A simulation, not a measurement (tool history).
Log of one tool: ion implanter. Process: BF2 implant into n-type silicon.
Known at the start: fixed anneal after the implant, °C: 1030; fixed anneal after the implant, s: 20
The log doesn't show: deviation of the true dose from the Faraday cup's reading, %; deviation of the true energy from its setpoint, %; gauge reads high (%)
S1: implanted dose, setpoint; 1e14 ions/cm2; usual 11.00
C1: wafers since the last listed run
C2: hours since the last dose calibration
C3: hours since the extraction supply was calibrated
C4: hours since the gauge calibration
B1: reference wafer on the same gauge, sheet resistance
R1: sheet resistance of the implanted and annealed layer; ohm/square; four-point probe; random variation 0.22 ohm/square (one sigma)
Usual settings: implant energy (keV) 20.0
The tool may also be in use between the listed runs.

{"run": 1, "day": 0.0, "S1": 12.45, "implant energy (keV)": 20.0, "C1": 0, "C2": 378.5, "C3": 3315.5, "C4": 538.5, "B1": 150.96, "R1": 139.88}
{"run": 2, "day": 1.425, "S1": 12.45, "implant energy (keV)": 20.0, "C1": 762, "C2": 412.7, "C3": 3349.7, "C4": 572.7, "B1": 150.98, "R1": 139.48}
{"run": 3, "day": 3.35, "S1": 12.45, "implant energy (keV)": 20.0, "C1": 1030, "C2": 458.9, "C3": 3395.9, "C4": 618.9, "B1": 151.01, "R1": 139.41}
{"run": 4, "day": 4.475, "S1": 9.2, "implant energy (keV)": 18.5, "C1": 602, "C2": 485.9, "C3": 3422.9, "C4": 645.9, "B1": 151.01, "R1": 162.38}
{"run": 5, "day": 6.9, "S1": 9.2, "implant energy (keV)": 18.5, "C1": 1297, "C2": 544.1, "C3": 3481.1, "C4": 704.1, "B1": 150.96, "R1": 161.95}
{"day": 8.467, "done": "gauge calibrated"}
{"run": 6, "day": 8.983, "S1": 11.0, "implant energy (keV)": 20.0, "C1": 1115, "C2": 594.1, "C3": 3531.1, "C4": 12.4, "B1": 151.03, "R1": 145.3}
{"run": 7, "day": 11.475, "S1": 11.0, "implant energy (keV)": 20.0, "C1": 1333, "C2": 653.9, "C3": 3590.9, "C4": 72.2, "B1": 151.0, "R1": 145.28}
{"day": 12.458, "done": "Faraday cup replaced and dose calibrated"}
{"day": 13.583, "done": "extraction supply calibrated"}
{"run": 8, "day": 14.212, "S1": 13.11, "implant energy (keV)": 22.5, "C1": 1108, "C2": 42.1, "C3": 15.1, "C4": 137.9, "B1": 150.98, "R1": 132.1}
{"run": 9, "day": 16.462, "S1": 12.18, "implant energy (keV)": 15.0, "C1": 1204, "C2": 96.1, "C3": 69.1, "C4": 191.9, "B1": 150.98, "R1": 154.26}
{"run": 10, "day": 19.412, "S1": 11.0, "implant energy (keV)": 20.0, "C1": 1578, "C2": 166.9, "C3": 139.9, "C4": 262.7, "B1": 150.94, "R1": 146.54}
{"run": 11, "day": 20.617, "S1": 8.83, "implant energy (keV)": 16.0, "C1": 644, "C2": 195.8, "C3": 168.8, "C4": 291.6, "B1": 150.97, "R1": 173.48}
{"run": 12, "day": 22.504, "S1": 11.0, "implant energy (keV)": 15.5, "C1": 1010, "C2": 241.1, "C3": 214.1, "C4": 336.9, "B1": 150.97, "R1": 158.23}
{"run": 13, "day": 25.412, "S1": 11.0, "implant energy (keV)": 20.0, "C1": 1556, "C2": 310.9, "C3": 283.9, "C4": 406.7, "B1": 150.96, "R1": 146.09}
{"run": 14, "day": 27.229, "S1": 9.08, "implant energy (keV)": 25.0, "C1": 972, "C2": 354.5, "C3": 327.5, "C4": 450.3, "B1": 151.01, "R1": 150.75}

How the hidden state differs across the entries between the runs, from the last listed run before each to the first after it:
Between runs 5 and 6: gauge calibrated (day 8.467)
  deviation of the true dose from the Faraday cup's reading, %: 1.42 -> 1.77
  measured less the result without the state, R1: -1.18 -> -1.06 ohm/square
Between runs 7 and 8: Faraday cup replaced and dose calibrated (day 12.458); extraction supply calibrated (day 13.583)
  deviation of the true dose from the Faraday cup's reading, %: 2.22 -> -0.0156
  measured less the result without the state, R1: -1.33 -> +0.01 ohm/square

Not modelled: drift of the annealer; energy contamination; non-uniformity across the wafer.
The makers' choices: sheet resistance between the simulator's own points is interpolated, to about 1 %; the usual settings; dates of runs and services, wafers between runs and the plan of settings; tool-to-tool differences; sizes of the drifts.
